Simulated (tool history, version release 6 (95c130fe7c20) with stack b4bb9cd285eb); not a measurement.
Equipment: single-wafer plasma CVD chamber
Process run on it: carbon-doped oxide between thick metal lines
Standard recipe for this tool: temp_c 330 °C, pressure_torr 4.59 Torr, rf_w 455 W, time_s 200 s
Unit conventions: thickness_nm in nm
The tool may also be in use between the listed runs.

| run | hour | temp_c | pressure_torr | rf_w | time_s | wafers since the last listed run | hours since the last thermocouple change | hours since the last RF generator calibration | hours since the last manometer calibration | hours since the showerhead was replaced | hours since the gauge calibration | read-back reference wafer on the same gauge, thickness_nm | thickness_nm |
|---|---|---|---|---|---|---|---|---|---|---|---|---|---|
| 1 | 0 | 334 | 4.59 | 515 | 200 | 0 | 1380.5 | 1670.4 | 2049 | 6215.8 | 35.7 | 880.127 | 1103.435 |
| 2 | 13.3 | 330 | 4.59 | 455 | 200 | 68 | 1393.8 | 1683.7 | 2062.3 | 6229.1 | 49 | 879.975 | 1033.443 |
| 3 | 60.3 | 330 | 4.59 | 455 | 200 | 243 | 1440.8 | 1730.7 | 2109.3 | 6276.1 | 96 | 880.013 | 1030.037 |
|  | 90.4 | thermocouple changed; heater temperature recalibrated |
| 4 | 104.6 | 330 | 4.59 | 455 | 200 | 187 | 14.2 | 1775 | 2153.6 | 6320.4 | 140.3 | 880.173 | 1028.93 |
| 5 | 120.9 | 330 | 4.59 | 455 | 200 | 84 | 30.5 | 1791.3 | 2169.9 | 6336.7 | 156.6 | 879.79 | 1027.869 |
| 6 | 130.5 | 330 | 4.59 | 455 | 216 | 49 | 40.1 | 1800.9 | 2179.5 | 6346.3 | 166.2 | 879.732 | 1108.401 |
| 7 | 139.5 | 330 | 4.59 | 455 | 216 | 46 | 49.1 | 1809.9 | 2188.5 | 6355.3 | 175.2 | 879.991 | 1106.084 |
| 8 | 151.5 | 330 | 4.59 | 455 | 216 | 62 | 61.1 | 1821.9 | 2200.5 | 6367.3 | 187.2 | 880.018 | 1108.805 |
|  | 171 | RF generator calibrated |
| 9 | 171.5 | 330 | 4.15 | 455 | 200 | 62 | 81.1 | 0.5 | 2220.5 | 6387.3 | 207.2 | 879.946 | 1067.076 |
| 10 | 179.9 | 330 | 4.59 | 455 | 200 | 43 | 89.5 | 8.9 | 2228.9 | 6395.7 | 215.6 | 879.938 | 1076.939 |
|  | 184.2 | gauge calibrated |
|  | 191.7 | showerhead replaced |
|  | 197.3 | capacitance manometer re-zeroed and calibrated |
| 11 | 197.8 | 330 | 4.12 | 455 | 228 | 22 | 107.4 | 26.8 | 0.5 | 6.1 | 13.6 | 879.815 | 1214.949 |
| 12 | 198.2 | 330 | 4.59 | 430 | 200 | 2 | 107.8 | 27.2 | 0.9 | 6.5 | 14 | 880.162 | 1041.162 |
| 13 | 205.5 | 341 | 4.59 | 455 | 200 | 37 | 115.1 | 34.5 | 8.2 | 13.8 | 21.3 | 879.953 | 1041.217 |
| 14 | 219.6 | 324 | 4.59 | 455 | 200 | 73 | 129.2 | 48.6 | 22.3 | 27.9 | 35.4 | 880.316 | 1100.845 |
| 15 | 230 | 330 | 4.59 | 455 | 230 | 53 | 139.6 | 59 | 32.7 | 38.3 | 45.8 | 880.197 | 1241.308 |
| 16 | 241.6 | 330 | 4.59 | 455 | 200 | 60 | 151.2 | 70.6 | 44.3 | 49.9 | 57.4 | 880.06 | 1076.92 |
| 17 | 253.4 | 330 | 4.59 | 455 | 230 | 61 | 163 | 82.4 | 56.1 | 61.7 | 69.2 | 879.848 | 1240.544 |

Selected run-to-run steps in thickness_nm, each split into two signed amounts: the part the tool would show with no hidden state at all (from settings, incoming material and random variation), and the remainder, which goes to the hidden state together with any gauge scatter not common to the measured and the hidden-state-free results:
The hidden state here: wafer temperature above the value expected at the setpoint (K); delivered RF power above the setpoint (%); true pressure above the setpoint (%); gauge reads high (%).
Run 8 -> 9: pressure_torr 4.59 -> 4.15, time_s 216 -> 200, RF generator calibrated. thickness_nm -41.729 nm: hidden state +59.329, all else -101.058.
Run 11 -> 12: pressure_torr 4.12 -> 4.59, rf_w 455 -> 430, time_s 228 -> 200. thickness_nm -173.787 nm: hidden state +1.536, all else -175.323.
